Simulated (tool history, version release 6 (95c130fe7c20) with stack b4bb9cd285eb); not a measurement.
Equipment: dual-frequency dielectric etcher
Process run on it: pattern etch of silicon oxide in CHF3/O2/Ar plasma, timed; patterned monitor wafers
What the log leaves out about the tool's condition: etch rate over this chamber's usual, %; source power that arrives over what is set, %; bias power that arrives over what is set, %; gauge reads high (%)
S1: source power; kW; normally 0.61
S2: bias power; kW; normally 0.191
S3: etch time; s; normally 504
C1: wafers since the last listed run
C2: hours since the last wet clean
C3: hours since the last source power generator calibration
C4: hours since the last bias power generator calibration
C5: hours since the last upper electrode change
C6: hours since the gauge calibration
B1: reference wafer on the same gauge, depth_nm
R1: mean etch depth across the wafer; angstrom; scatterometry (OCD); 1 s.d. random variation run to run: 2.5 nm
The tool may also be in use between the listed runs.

run	day	S1	S2	S3	C1	C2	C3	C4	C5	C6	B1	R1
1	0	0.61	0.191	504	0	405.9	4187.9	2452.8	5781.5	264.2	795	9689
2	0.254	0.61	0.191	504	26	412	4194	2458.9	5787.6	270.3	795.4	9681
3	0.683	0.61	0.191	504	44	422.3	4204.3	2469.2	5797.9	280.6	794.8	9675
# day 1.788: upper electrode replaced
4	1.808	0.61	0.191	504	13	449.3	4231.3	2496.2	0.5	307.6	795.1	9744
5	1.842	0.61	0.191	504	3	450.1	4232.1	2497	1.3	308.4	795	9715
6	2.254	0.61	0.191	504	43	460	4242	2506.9	11.2	318.3	795	9761
7	2.812	0.61	0.191	606.5	58	473.4	4255.4	2520.3	24.6	331.7	795.4	11739
# day 3.504: bias power generator calibrated
# day 3.688: source power generator calibrated
8	3.708	0.61	0.191	606.5	58	494.9	0.5	4.9	46.1	353.2	794.8	11756
9	3.838	0.61	0.191	606.5	13	498	3.6	8	49.2	356.3	795.1	11756
10	4.342	0.47	0.239	447.5	52	510.1	15.7	20.1	61.3	368.4	795	8179
11	4.667	0.54	0.236	616	33	517.9	23.5	27.9	69.1	376.2	794.3	12007
12	5.225	0.7	0.151	395	58	531.3	36.9	41.3	82.5	389.6	794.3	7629
# day 5.3: gauge calibrated
13	5.646	0.68	0.164	361.5	43	541.4	47	51.4	92.6	8.3	795.2	7062
14	6.738	0.72	0.191	504	114	567.6	73.2	77.6	118.8	34.5	794.9	10522
# day 8.033: wet clean of the chamber
15	8.054	0.61	0.237	382.5	33	0.5	104.8	109.2	150.4	66.1	795	7592
16	8.075	0.57	0.191	585	2	1	105.3	109.7	150.9	66.6	795	10570
17	8.421	0.61	0.191	504	36	9.3	113.6	118	159.2	74.9	794.9	9378
18	8.712	0.57	0.191	366.5	30	16.3	120.6	125	166.2	81.9	795.4	6648
19	9.138	0.61	0.191	504	44	26.5	130.8	135.2	176.4	92.1	794.8	9418
20	9.871	0.61	0.191	504	76	44.1	148.4	152.8	194	109.7	795	9420
21	10.467	0.61	0.191	401.5	62	58.4	162.7	167.1	208.3	124	794.8	7505
22	10.962	0.74	0.207	363.5	51	70.3	174.6	179	220.2	135.9	795.9	7555
23	11.671	0.61	0.191	504	73	87.3	191.6	196	237.2	152.9	795.9	9474
24	12.4	0.75	0.223	504	76	104.8	209.1	213.5	254.7	170.4	794.6	10860
25	12.788	0.73	0.191	393.5	40	114.1	218.4	222.8	264	179.7	795.3	8010
26	13.121	0.61	0.152	554.5	34	122.1	226.4	230.8	272	187.7	794.9	9782
27	13.742	0.71	0.191	504	64	137	241.3	245.7	286.9	202.6	795.1	10085
28	13.996	0.55	0.16	630.5	26	143.1	247.4	251.8	293	208.7	794.6	10789
29	14.688	0.53	0.211	504	72	159.7	264	268.4	309.6	225.3	794.8	9137

Predict each of these 5 candidate next runs independently; none follows another, all start after run 29:
A	14.712	0.61	0.191	447.5	2	160.3	264.6	269	310.2	225.9	?	?
B	14.712	0.74	0.166	654.5	2	160.3	264.6	269	310.2	225.9	?	?
C	14.712	0.72	0.151	449.5	2	160.3	264.6	269	310.2	225.9	?	?
D	14.712	0.61	0.155	574.5	2	160.3	264.6	269	310.2	225.9	?	?
E	14.712	0.46	0.154	433.5	2	160.3	264.6	269	310.2	225.9	?	?

run	B1	R1
A	795.5	8402
B	795.5	12903
C	795.5	8538
D	795.5	10185
E	795.5	6707
Without the tool's hidden state the same runs would have given:
run	R1
A	8321
B	12778
C	8455
D	10087
E	6642
